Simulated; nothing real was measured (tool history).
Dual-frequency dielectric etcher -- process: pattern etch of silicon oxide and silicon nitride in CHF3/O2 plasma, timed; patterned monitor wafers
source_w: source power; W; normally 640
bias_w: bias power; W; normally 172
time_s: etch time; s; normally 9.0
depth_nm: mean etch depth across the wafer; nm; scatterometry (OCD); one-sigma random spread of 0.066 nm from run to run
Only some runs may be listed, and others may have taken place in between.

run	hour	source_w	bias_w	time_s	read-back reference wafer on the same gauge, depth_nm	depth_nm
1	0.0	640	172	9.0	12.18	13.95
2	107.5	640	172	9.0	12.18	14.06
# hour 182.4: wet clean of the chamber
3	196.0	640	172	9.0	12.19	13.30
4	284.0	640	172	9.0	12.19	13.53
# hour 287.2: gauge calibrated
5	321.4	640	172	9.0	12.18	13.46
6	361.4	640	172	9.0	12.20	13.46
# hour 378.0: bias power generator calibrated
# hour 395.1: source power generator calibrated
7	404.7	640	172	9.0	12.19	13.58
8	467.8	640	196	11.0	12.19	17.44
9	536.5	700	172	9.0	12.19	14.29
# hour 642.6: wet clean of the chamber
10	643.1	510	133	9.0	12.22	11.27
# hour 691.6: upper electrode replaced
11	692.1	640	172	9.0	12.22	13.51
12	732.4	540	130	10.0	12.20	12.98
13	831.4	730	205	10.0	12.20	16.97
# hour 839.9: gauge calibrated
14	879.5	680	208	9.0	12.21	14.98
15	922.0	490	172	8.0	12.20	11.01

3 ways to go on from here, each from the tool as it stands after run 15. What would each give?
A	922.4	490	172	9.0	?	?
B	922.4	510	172	9.0	?	?
C	922.4	780	142	10.5	?	?

run	read-back reference wafer on the same gauge, depth_nm	depth_nm
A	12.18	12.33
B	12.18	12.55
C	12.18	16.65
With no hidden state in the tool, these same runs would have given:
run	depth_nm
A	11.90
B	12.12
C	16.08
